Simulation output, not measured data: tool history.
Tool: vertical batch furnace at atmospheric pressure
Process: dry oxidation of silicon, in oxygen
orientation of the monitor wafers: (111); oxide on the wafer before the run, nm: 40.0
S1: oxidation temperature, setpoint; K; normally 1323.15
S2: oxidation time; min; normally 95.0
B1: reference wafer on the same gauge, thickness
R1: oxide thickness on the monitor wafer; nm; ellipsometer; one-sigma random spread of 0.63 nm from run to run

run,hour,S1,S2,B1,R1
1,0.0,1323.15,95.0,121.93,151.99
2,31.7,1323.15,95.0,121.84,151.90
3,61.1,1323.15,95.0,122.13,152.12
4,82.6,1307.15,95.0,122.23,142.28
5,97.3,1307.15,95.0,121.96,140.63
6,116.0,1323.15,67.5,121.93,127.61
7,132.3,1323.15,69.5,121.99,129.04
8,160.8,1331.15,95.0,122.08,157.57
9,232.4,1316.15,117.5,122.03,164.05
10,263.9,1316.15,117.5,122.22,164.88
11,293.2,1323.15,95.0,122.27,152.46
12,320.5,1323.15,95.0,122.34,152.16
# hour 365.3: boat lift adjusted
13,365.8,1323.15,95.0,122.10,152.40
14,371.1,1305.15,95.0,121.92,140.14
# hour 402.4: gauge calibrated
15,403.9,1337.15,95.0,122.06,162.54
16,420.9,1342.15,68.0,122.04,140.92
17,456.9,1301.15,123.5,121.95,156.83
18,471.0,1323.15,95.0,121.99,151.73
19,503.5,1316.15,140.5,122.10,181.45
20,537.5,1323.15,95.0,122.19,152.87
# hour 564.5: thermocouples replaced and temperature profile calibrated
21,644.2,1339.15,95.0,121.96,164.26
22,676.4,1323.15,95.0,122.12,152.33
23,699.2,1323.15,95.0,121.98,151.96
24,736.6,1323.15,49.5,122.15,110.13
25,770.6,1323.15,95.0,122.10,153.07
26,800.1,1340.15,51.0,122.05,120.22

3 options for the next run, each taken on its own from the tool as it stands now. Forecast them:
A,805.6,1323.15,95.0,?,?
B,805.6,1300.15,119.5,?,?
C,805.6,1342.15,119.5,?,?

run,B1,R1
A,122.12,152.35
B,122.12,153.70
C,122.12,189.17
Had the tool no hidden state, the same runs would have come out as:
run,R1
A,152.35
B,153.70
C,189.17
